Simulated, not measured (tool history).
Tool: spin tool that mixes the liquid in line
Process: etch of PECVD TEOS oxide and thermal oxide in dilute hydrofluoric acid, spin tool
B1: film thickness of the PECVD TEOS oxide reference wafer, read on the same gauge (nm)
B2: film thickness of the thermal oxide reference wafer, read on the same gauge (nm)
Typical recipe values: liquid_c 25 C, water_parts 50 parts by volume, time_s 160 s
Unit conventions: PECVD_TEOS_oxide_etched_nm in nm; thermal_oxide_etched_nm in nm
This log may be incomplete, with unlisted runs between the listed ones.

run 1 day=0 | liquid_c=25 water_parts=50 time_s=160 | B1=113.01 B2=123.21 | PECVD_TEOS_oxide_etched_nm=49.73 thermal_oxide_etched_nm=17.39
run 2 day=1.279 | liquid_c=25 water_parts=50 time_s=160 | B1=113.17 B2=123.51 | PECVD_TEOS_oxide_etched_nm=49.77 thermal_oxide_etched_nm=17.25
run 3 day=1.842 | liquid_c=25 water_parts=50 time_s=160 | B1=113.27 B2=123.6 | PECVD_TEOS_oxide_etched_nm=48.94 thermal_oxide_etched_nm=17.51
run 4 day=2.883 | liquid_c=25 water_parts=50 time_s=160 | B1=113.48 B2=123.83 | PECVD_TEOS_oxide_etched_nm=49.34 thermal_oxide_etched_nm=17.51
run 5 day=3.458 | liquid_c=25 water_parts=50 time_s=160 | B1=113.58 B2=123.89 | PECVD_TEOS_oxide_etched_nm=49.3 thermal_oxide_etched_nm=17.46
run 6 day=4.496 | liquid_c=28.5 water_parts=50 time_s=160 | B1=113.77 B2=124.1 | PECVD_TEOS_oxide_etched_nm=57.11 thermal_oxide_etched_nm=20.16
run 7 day=5.471 | liquid_c=25 water_parts=35 time_s=235 | B1=113.94 B2=124.33 | PECVD_TEOS_oxide_etched_nm=106.22 thermal_oxide_etched_nm=38.21
-- day=6.092 gauge calibrated
run 8 day=6.821 | liquid_c=27.5 water_parts=70 time_s=160 | B1=110.77 B2=120.81 | PECVD_TEOS_oxide_etched_nm=37.21 thermal_oxide_etched_nm=13
run 9 day=7.462 | liquid_c=23.5 water_parts=40 time_s=80 | B1=110.79 B2=120.77 | PECVD_TEOS_oxide_etched_nm=28.71 thermal_oxide_etched_nm=10.18
run 10 day=8.75 | liquid_c=23 water_parts=65 time_s=160 | B1=110.75 B2=120.82 | PECVD_TEOS_oxide_etched_nm=33.76 thermal_oxide_etched_nm=11.75
run 11 day=9.712 | liquid_c=25 water_parts=50 time_s=160 | B1=110.78 B2=120.85 | PECVD_TEOS_oxide_etched_nm=48.51 thermal_oxide_etched_nm=16.83
run 12 day=10.912 | liquid_c=29.5 water_parts=45 time_s=80 | B1=110.78 B2=120.86 | PECVD_TEOS_oxide_etched_nm=31.49 thermal_oxide_etched_nm=11.43
run 13 day=11.417 | liquid_c=25 water_parts=50 time_s=160 | B1=110.81 B2=120.92 | PECVD_TEOS_oxide_etched_nm=48.59 thermal_oxide_etched_nm=17.06
run 14 day=12.738 | liquid_c=23.5 water_parts=50 time_s=160 | B1=110.82 B2=120.86 | PECVD_TEOS_oxide_etched_nm=45.24 thermal_oxide_etched_nm=15.95
run 15 day=14.058 | liquid_c=25 water_parts=50 time_s=160 | B1=110.86 B2=120.95 | PECVD_TEOS_oxide_etched_nm=47.62 thermal_oxide_etched_nm=17.27
run 16 day=15.108 | liquid_c=29 water_parts=40 time_s=240 | B1=110.89 B2=121.02 | PECVD_TEOS_oxide_etched_nm=106.65 thermal_oxide_etched_nm=38.32
run 17 day=17.296 | liquid_c=20 water_parts=75 time_s=250 | B1=111 B2=121.08 | PECVD_TEOS_oxide_etched_nm=39.55 thermal_oxide_etched_nm=13.95
run 18 day=19.779 | liquid_c=25 water_parts=50 time_s=160 | B1=111.11 B2=121.26 | PECVD_TEOS_oxide_etched_nm=47.88 thermal_oxide_etched_nm=16.84
run 19 day=21.242 | liquid_c=27.5 water_parts=50 time_s=160 | B1=111.22 B2=121.35 | PECVD_TEOS_oxide_etched_nm=53.62 thermal_oxide_etched_nm=18.89

Forecast run 20:
run 20 day=22.183 | liquid_c=25 water_parts=70 time_s=160 | B1=? B2=? | PECVD_TEOS_oxide_etched_nm=? thermal_oxide_etched_nm=?

B1: 111.27
B2: 121.41
PECVD_TEOS_oxide_etched_nm: 33.81 nm
thermal_oxide_etched_nm: 11.66 nm
With no hidden state in the tool, this same run would have given PECVD_TEOS_oxide_etched_nm 33.42 nm, thermal_oxide_etched_nm 11.52 nm.
